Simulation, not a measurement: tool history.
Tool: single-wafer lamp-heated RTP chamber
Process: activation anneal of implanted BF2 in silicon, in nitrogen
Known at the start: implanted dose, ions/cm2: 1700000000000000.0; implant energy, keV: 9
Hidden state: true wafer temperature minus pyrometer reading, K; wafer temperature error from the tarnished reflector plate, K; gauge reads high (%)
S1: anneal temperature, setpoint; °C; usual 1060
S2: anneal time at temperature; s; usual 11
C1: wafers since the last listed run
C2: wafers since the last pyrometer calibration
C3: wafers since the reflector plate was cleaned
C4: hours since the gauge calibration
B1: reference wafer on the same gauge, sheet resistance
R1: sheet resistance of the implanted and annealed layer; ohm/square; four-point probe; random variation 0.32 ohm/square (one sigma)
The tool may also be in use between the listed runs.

| run | day | S1 | S2 | C1 | C2 | C3 | C4 | B1 | R1 |
|---|---|---|---|---|---|---|---|---|---|
| 1 | 0 | 1043 | 11 | 0 | 282 | 282 | 132.8 | 128.16 | 172.65 |
| 2 | 0.433 | 1060 | 14 | 220 | 503 | 503 | 143.2 | 128.11 | 140.87 |
| 3 | 0.717 | 1060 | 11 | 144 | 647 | 647 | 150 | 128.02 | 149.97 |
| 4 | 1.617 | 1060 | 11 | 457 | 1105 | 1105 | 171.6 | 127.91 | 149.96 |
| 5 | 2.246 | 1060 | 11 | 319 | 1425 | 1425 | 186.7 | 127.88 | 149.85 |
| 6 | 2.521 | 1060 | 9 | 139 | 1564 | 1564 | 193.3 | 128.08 | 158.21 |
| 7 | 3.046 | 1043 | 6 | 267 | 1831 | 1831 | 205.9 | 127.99 | 204.5 |
| 8 | 3.721 | 1043 | 6 | 343 | 2175 | 2175 | 222.1 | 127.96 | 204.73 |
| 9 | 4.192 | 1043 | 6 | 239 | 2414 | 2414 | 233.4 | 128.02 | 205.04 |
| 10 | 4.921 | 1060 | 11 | 370 | 2785 | 2785 | 250.9 | 128.09 | 149.71 |
| 11 | 5.525 | 1060 | 11 | 307 | 3092 | 3092 | 265.4 | 128.06 | 149.68 |
| 12 | 6.05 | 1060 | 11 | 267 | 3359 | 3359 | 278 | 128.02 | 149.92 |
| 13 | 6.421 | 1071 | 11 | 188 | 3548 | 3548 | 286.9 | 128.15 | 138.26 |
| 14 | 6.929 | 1060 | 11 | 258 | 3806 | 3806 | 299.1 | 127.89 | 150.06 |
| 15 | 7.521 | 1072 | 11 | 300 | 4107 | 4107 | 313.3 | 127.86 | 137.95 |
| 16 | 8.075 | 1060 | 11 | 281 | 4389 | 4389 | 326.6 | 127.86 | 149.95 |
| 17 | 8.708 | 1071 | 13 | 322 | 4711 | 4711 | 341.8 | 128.06 | 133.12 |
| 18 | 9.258 | 1085 | 8 | 279 | 4991 | 4991 | 355 | 127.96 | 135.03 |
| 19 | 9.571 | 1060 | 11 | 158 | 5150 | 5150 | 362.5 | 127.8 | 149.61 |
| 20 | 10.008 | 1080 | 9 | 222 | 5372 | 5372 | 373 | 128.05 | 137.15 |
| 21 | 10.362 | 1075 | 6 | 180 | 5553 | 5553 | 381.5 | 128 | 156.23 |
|  | 10.775 | reflector plate cleaned |
|  | 10.954 | pyrometer window cleaned and pyrometer calibrated |
| 22 | 10.975 | 1060 | 11 | 50 | 11 | 11 | 396.2 | 128.06 | 149.69 |
|  | 11.817 | gauge calibrated |
| 23 | 12.867 | 1079 | 16 | 962 | 973 | 973 | 25.2 | 128.05 | 118.49 |
| 24 | 13.221 | 1060 | 11 | 180 | 1153 | 1153 | 33.7 | 127.95 | 149.66 |
| 25 | 13.846 | 1060 | 17 | 317 | 1471 | 1471 | 48.7 | 128.04 | 134.7 |
| 26 | 14.192 | 1044 | 15 | 175 | 1646 | 1646 | 57 | 128 | 158.39 |
| 27 | 14.596 | 1072 | 9 | 205 | 1852 | 1852 | 66.7 | 127.98 | 144.63 |
| 28 | 15.333 | 1031 | 16 | 375 | 2227 | 2227 | 84.4 | 127.92 | 175.61 |
| 29 | 15.779 | 1060 | 11 | 226 | 2454 | 2454 | 95.1 | 127.81 | 149.51 |
| 30 | 16.333 | 1049 | 11 | 281 | 2736 | 2736 | 108.4 | 127.96 | 163.76 |
| 31 | 16.908 | 1073 | 13 | 292 | 3028 | 3028 | 122.2 | 128.2 | 130.67 |
| 32 | 17.625 | 1060 | 11 | 364 | 3393 | 3393 | 139.4 | 128.01 | 149.92 |
| 33 | 18.054 | 1060 | 11 | 218 | 3611 | 3611 | 149.7 | 128.05 | 149.95 |
| 34 | 18.433 | 1060 | 16 | 192 | 3804 | 3804 | 158.8 | 128.1 | 137.1 |
| 35 | 18.962 | 1060 | 11 | 269 | 4073 | 4073 | 171.5 | 128.15 | 150.15 |
| 36 | 19.258 | 1060 | 11 | 150 | 4223 | 4223 | 178.6 | 127.99 | 149.89 |
| 37 | 19.583 | 1046 | 7 | 165 | 4389 | 4389 | 186.4 | 128.1 | 191.03 |

4 ways to go on from here, each from the tool as it stands after run 37. What would each give?
| A | 19.6 | 1060 | 11 | 8 | 4397 | 4397 | 186.8 | ? | ? |
| B | 19.6 | 1076 | 8 | 8 | 4397 | 4397 | 186.8 | ? | ? |
| C | 19.6 | 1089 | 16 | 8 | 4397 | 4397 | 186.8 | ? | ? |
| D | 19.6 | 1060 | 15 | 8 | 4397 | 4397 | 186.8 | ? | ? |

| run | B1 | R1 |
|---|---|---|
| A | 128.01 | 149.8 |
| B | 128.01 | 144.75 |
| C | 128.01 | 109.47 |
| D | 128.01 | 138.71 |
Without the tool's hidden state the same runs would have given:
| run | R1 |
|---|---|
| A | 149.8 |
| B | 144.75 |
| C | 109.47 |
| D | 138.71 |
